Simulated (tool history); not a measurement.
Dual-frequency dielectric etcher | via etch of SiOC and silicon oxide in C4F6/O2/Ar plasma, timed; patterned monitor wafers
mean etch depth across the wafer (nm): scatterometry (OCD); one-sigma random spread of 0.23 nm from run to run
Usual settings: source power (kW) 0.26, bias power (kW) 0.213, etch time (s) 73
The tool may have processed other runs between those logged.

| run | hour | source power (kW) | bias power (kW) | etch time (s) | wafers since the last listed run | hours since the last wet clean | hours since the last source power generator calibration | hours since the last bias power generator calibration | hours since the last upper electrode change | hours since the gauge calibration | read-back reference wafer on the same gauge, depth_nm | mean etch depth across the wafer (nm) |
|---|---|---|---|---|---|---|---|---|---|---|---|---|
| 1 | 0 | 0.26 | 0.213 | 81.5 | 0 | 66.6 | 1944.9 | 1334.1 | 4240.7 | 2735.4 | 68.2 | 79.1 |
|  | 15.4 | gauge calibrated |
| 2 | 29.5 | 0.26 | 0.213 | 81.5 | 181 | 96.1 | 1974.4 | 1363.6 | 4270.2 | 14.1 | 66.7 | 77.1 |
|  | 92 | bias power generator calibrated |
| 3 | 92.5 | 0.21 | 0.242 | 73 | 363 | 159.1 | 2037.4 | 0.5 | 4333.2 | 77.1 | 66.7 | 68.1 |
| 4 | 124.7 | 0.26 | 0.201 | 73 | 198 | 191.3 | 2069.6 | 32.7 | 4365.4 | 109.3 | 66.8 | 68.1 |
| 5 | 158.5 | 0.26 | 0.201 | 73 | 207 | 225.1 | 2103.4 | 66.5 | 4399.2 | 143.1 | 66.9 | 68.1 |
| 6 | 215.2 | 0.26 | 0.201 | 73 | 348 | 281.8 | 2160.1 | 123.2 | 4455.9 | 199.8 | 67.1 | 68.6 |
| 7 | 273.2 | 0.26 | 0.213 | 73 | 356 | 339.8 | 2218.1 | 181.2 | 4513.9 | 257.8 | 67.2 | 70.1 |
| 8 | 345 | 0.26 | 0.213 | 73 | 441 | 411.6 | 2289.9 | 253 | 4585.7 | 329.6 | 67.2 | 69.7 |
| 9 | 383.9 | 0.31 | 0.213 | 60.5 | 239 | 450.5 | 2328.8 | 291.9 | 4624.6 | 368.5 | 67.2 | 61.6 |
|  | 417.2 | wet clean of the chamber |
| 10 | 423.4 | 0.22 | 0.213 | 91.5 | 95 | 6.2 | 2368.3 | 331.4 | 4664.1 | 408 | 67.3 | 84.3 |
| 11 | 493 | 0.21 | 0.242 | 73 | 428 | 75.8 | 2437.9 | 401 | 4733.7 | 477.6 | 67.4 | 68.7 |
| 12 | 558 | 0.22 | 0.196 | 61 | 399 | 140.8 | 2502.9 | 466 | 4798.7 | 542.6 | 67.5 | 54.5 |
| 13 | 609.4 | 0.26 | 0.213 | 73 | 316 | 192.2 | 2554.3 | 517.4 | 4850.1 | 594 | 67.5 | 70 |
| 14 | 672.1 | 0.24 | 0.192 | 63 | 385 | 254.9 | 2617 | 580.1 | 4912.8 | 656.7 | 67.5 | 57.2 |
| 15 | 716.1 | 0.3 | 0.213 | 65.5 | 270 | 298.9 | 2661 | 624.1 | 4956.8 | 700.7 | 67.5 | 65.7 |
|  | 768.9 | upper electrode replaced |
| 16 | 787 | 0.26 | 0.213 | 73 | 288 | 369.8 | 2731.9 | 695 | 18.1 | 771.6 | 67.6 | 70.5 |
|  | 874.1 | wet clean of the chamber |
| 17 | 874.6 | 0.26 | 0.213 | 73 | 391 | 0.5 | 2819.5 | 782.6 | 105.7 | 859.2 | 67.8 | 70.5 |
|  | 894.7 | source power generator calibrated |
| 18 | 895.2 | 0.23 | 0.177 | 73 | 102 | 21.1 | 0.5 | 803.2 | 126.3 | 879.8 | 67.9 | 64.3 |
| 19 | 922.8 | 0.29 | 0.213 | 53 | 169 | 48.7 | 28.1 | 830.8 | 153.9 | 907.4 | 67.8 | 53.2 |
| 20 | 982 | 0.22 | 0.242 | 55.5 | 364 | 107.9 | 87.3 | 890 | 213.1 | 966.6 | 67.8 | 53.5 |
| 21 | 1018 | 0.26 | 0.213 | 73 | 221 | 143.9 | 123.3 | 926 | 249.1 | 1002.6 | 68 | 70.7 |
| 22 | 1058.6 | 0.29 | 0.255 | 93.5 | 249 | 184.5 | 163.9 | 966.6 | 289.7 | 1043.2 | 67.9 | 98.8 |
| 23 | 1092.1 | 0.26 | 0.213 | 57 | 206 | 218 | 197.4 | 1000.1 | 323.2 | 1076.7 | 68 | 55.3 |
| 24 | 1140.6 | 0.26 | 0.166 | 67 | 298 | 266.5 | 245.9 | 1048.6 | 371.7 | 1125.2 | 67.9 | 60.1 |
| 25 | 1210.2 | 0.26 | 0.181 | 83.5 | 428 | 336.1 | 315.5 | 1118.2 | 441.3 | 1194.8 | 68 | 77.6 |
| 26 | 1239.2 | 0.26 | 0.189 | 73 | 178 | 365.1 | 344.5 | 1147.2 | 470.3 | 1223.8 | 68 | 68.6 |
| 27 | 1278.2 | 0.26 | 0.213 | 73 | 239 | 404.1 | 383.5 | 1186.2 | 509.3 | 1262.8 | 68.1 | 70.6 |
| 28 | 1322.7 | 0.26 | 0.213 | 60.5 | 273 | 448.6 | 428 | 1230.7 | 553.8 | 1307.3 | 68.1 | 58.8 |
|  | 1357.4 | wet clean of the chamber |
| 29 | 1363.3 | 0.2 | 0.213 | 61.5 | 102 | 5.9 | 468.6 | 1271.3 | 594.4 | 1347.9 | 68 | 55.2 |
| 30 | 1415.9 | 0.26 | 0.213 | 73 | 323 | 58.5 | 521.2 | 1323.9 | 647 | 1400.5 | 68 | 70.4 |
| 31 | 1453 | 0.31 | 0.259 | 54 | 228 | 95.6 | 558.3 | 1361 | 684.1 | 1437.6 | 68.2 | 58.9 |

Forecast each of these 3 alternatives for the next run:
| A | 1453.4 | 0.26 | 0.213 | 73 | 2 | 96 | 558.7 | 1361.4 | 684.5 | 1438 | ? | ? |
| B | 1453.4 | 0.31 | 0.196 | 66 | 2 | 96 | 558.7 | 1361.4 | 684.5 | 1438 | ? | ? |
| C | 1453.4 | 0.26 | 0.213 | 64 | 2 | 96 | 558.7 | 1361.4 | 684.5 | 1438 | ? | ? |

| run | read-back reference wafer on the same gauge, depth_nm | mean etch depth across the wafer (nm) |
|---|---|---|
| A | 68 | 71.4 |
| B | 68 | 66.3 |
| C | 68 | 62.6 |
The same runs, with their run-to-run variation unchanged, on a tool lacking any hidden condition would have given:
| run | mean etch depth across the wafer (nm) |
|---|---|
| A | 69.9 |
| B | 64.9 |
| C | 61.2 |

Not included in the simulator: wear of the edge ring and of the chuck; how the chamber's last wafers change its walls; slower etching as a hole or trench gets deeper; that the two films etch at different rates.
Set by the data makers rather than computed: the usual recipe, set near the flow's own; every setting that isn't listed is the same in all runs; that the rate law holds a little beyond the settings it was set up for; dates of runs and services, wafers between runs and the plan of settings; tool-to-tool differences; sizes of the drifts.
